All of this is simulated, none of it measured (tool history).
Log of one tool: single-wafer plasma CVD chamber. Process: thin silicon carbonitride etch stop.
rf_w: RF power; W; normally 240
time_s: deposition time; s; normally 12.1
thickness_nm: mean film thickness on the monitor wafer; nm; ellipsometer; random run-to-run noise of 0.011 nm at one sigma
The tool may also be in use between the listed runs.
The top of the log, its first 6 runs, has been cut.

run	day	rf_w	time_s	wafers since the last listed run	hours since the last thermocouple change	hours since the last RF generator calibration	hours since the showerhead was replaced	hours since the gauge calibration	read-back reference wafer on the same gauge, thickness_nm	thickness_nm
7	20.412	220	12.1	2208	1659.4	900.3	8202.6	2525.2	7.28	7.181
# day 21.096: showerhead replaced
# day 21.396: RF generator calibrated
8	21.971	240	12.7	574	1696.8	13.8	21	2562.6	7.275	7.74
9	25.758	240	12.1	2345	1787.7	104.7	111.9	2653.5	7.279	7.389
10	27.7	240	11.4	1202	1834.3	151.3	158.5	2700.1	7.28	6.972
11	31.921	240	11.4	2613	1935.6	252.6	259.8	2801.4	7.281	6.941
12	34.296	240	12.1	1470	1992.6	309.6	316.8	2858.4	7.279	7.372
13	37.225	215	13.8	1813	2062.9	379.9	387.1	2928.7	7.281	8.18
14	40.229	200	14.3	1860	2135	452	459.2	3000.8	7.283	8.271
15	43.817	195	10.2	2221	2221.1	538.1	545.3	3086.9	7.282	5.874
16	46.946	255	9.9	1937	2296.2	613.2	620.4	3162	7.278	6.109
# day 49.6: thermocouple changed; heater temperature recalibrated
17	51.121	210	12.1	2379	36.5	713.4	720.6	3262.2	7.279	7.099
18	54.267	215	12.1	1948	112	788.9	796.1	3337.7	7.282	7.151
19	57.608	265	14.1	2069	192.2	869.1	876.3	3417.9	7.278	8.792
# day 61.162: RF generator calibrated
20	61.662	225	12.1	2304	289.5	12	973.6	3515.2	7.284	7.288
21	63.596	260	11.2	1197	335.9	58.4	1020	3561.6	7.283	7.006
# day 64.6: gauge calibrated
22	65.671	240	14.5	1284	385.7	108.2	1069.8	25.7	7.281	8.889
23	68.071	285	12.1	1486	443.3	165.8	1127.4	83.3	7.281	7.727
24	71.088	240	12.1	1868	515.7	238.2	1199.8	155.7	7.284	7.356
25	73.996	260	13.1	1801	585.5	308	1269.6	225.5	7.281	8.166
26	77.188	200	14.4	1976	662.1	384.6	1346.2	302.1	7.28	8.343

What will run 27 give?
27	80.142	215	11	1829	733	455.5	1417.1	373	?	?

read-back reference wafer on the same gauge, thickness_nm: 7.282
thickness_nm: 6.501 nm
On a tool with no hidden condition, and with the same random variation, this run would have come out at thickness_nm 6.545 nm.
